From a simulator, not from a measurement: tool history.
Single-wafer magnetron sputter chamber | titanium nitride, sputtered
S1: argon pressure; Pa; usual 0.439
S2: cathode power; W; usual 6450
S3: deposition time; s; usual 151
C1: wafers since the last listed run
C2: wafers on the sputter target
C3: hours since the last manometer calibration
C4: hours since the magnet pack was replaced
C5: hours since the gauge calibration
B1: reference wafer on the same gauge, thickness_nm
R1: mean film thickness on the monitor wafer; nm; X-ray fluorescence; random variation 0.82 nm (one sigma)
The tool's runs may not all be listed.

run 1 day=0 | S1=0.439 S2=6450 S3=151 | C1=0 C2=1951 C3=1112.4 C4=9488.4 C5=44 | B1=160.096 | R1=195.036
run 2 day=0.821 | S1=0.439 S2=6450 S3=151 | C1=257 C2=2208 C3=1132.1 C4=9508.1 C5=63.7 | B1=160.019 | R1=192.951
run 3 day=2.208 | S1=0.561 S2=6450 S3=151 | C1=434 C2=2642 C3=1165.4 C4=9541.4 C5=97 | B1=160.044 | R1=180.025
run 4 day=3.117 | S1=0.561 S2=6450 S3=151 | C1=284 C2=2927 C3=1187.2 C4=9563.2 C5=118.8 | B1=160.022 | R1=180.777
run 5 day=3.875 | S1=0.561 S2=6450 S3=151 | C1=237 C2=3164 C3=1205.4 C4=9581.4 C5=137 | B1=160.06 | R1=180.362
run 6 day=4.779 | S1=0.321 S2=6450 S3=151 | C1=283 C2=3447 C3=1227.1 C4=9603.1 C5=158.7 | B1=160.034 | R1=210.35
run 7 day=5.662 | S1=0.321 S2=6450 S3=151 | C1=276 C2=3724 C3=1248.3 C4=9624.3 C5=179.9 | B1=159.982 | R1=209.368
-- day=6.238 sputter target and shields replaced
run 8 day=6.783 | S1=0.321 S2=6450 S3=151 | C1=246 C2=171 C3=1275.2 C4=9651.2 C5=206.8 | B1=160.03 | R1=209.992
run 9 day=8.246 | S1=0.439 S2=6450 S3=151 | C1=457 C2=629 C3=1310.3 C4=9686.3 C5=241.9 | B1=160.25 | R1=195.124
run 10 day=9.379 | S1=0.55 S2=5300 S3=142 | C1=354 C2=983 C3=1337.5 C4=9713.5 C5=269.1 | B1=160.097 | R1=145.406
-- day=10.75 capacitance manometer re-zeroed and calibrated
run 11 day=10.842 | S1=0.337 S2=5150 S3=162 | C1=353 C2=1337 C3=2.2 C4=9748.6 C5=304.2 | B1=160.023 | R1=186.11
run 12 day=11.783 | S1=0.321 S2=6450 S3=151 | C1=294 C2=1632 C3=24.8 C4=9771.2 C5=326.8 | B1=159.907 | R1=208.751
run 13 day=12.838 | S1=0.488 S2=5700 S3=141 | C1=330 C2=1962 C3=50.1 C4=9796.5 C5=352.1 | B1=159.859 | R1=159.653
run 14 day=13.533 | S1=0.439 S2=5850 S3=151 | C1=217 C2=2180 C3=66.8 C4=9813.2 C5=368.8 | B1=160.06 | R1=178.83
-- day=14.446 magnet pack replaced
-- day=14.7 gauge calibrated
run 15 day=17.067 | S1=0.439 S2=6450 S3=151 | C1=1002 C2=3182 C3=151.6 C4=62.9 C5=56.8 | B1=160.043 | R1=194.536
run 16 day=18.383 | S1=0.394 S2=7800 S3=173 | C1=412 C2=3594 C3=183.2 C4=94.5 C5=88.4 | B1=159.948 | R1=269.1

What the log doesn't show, run by run:
deposition rate above that of a new target (%): 0 in every run
true argon pressure above the setpoint (%): 0 in every run
gauge reads high (%): 0 in every run

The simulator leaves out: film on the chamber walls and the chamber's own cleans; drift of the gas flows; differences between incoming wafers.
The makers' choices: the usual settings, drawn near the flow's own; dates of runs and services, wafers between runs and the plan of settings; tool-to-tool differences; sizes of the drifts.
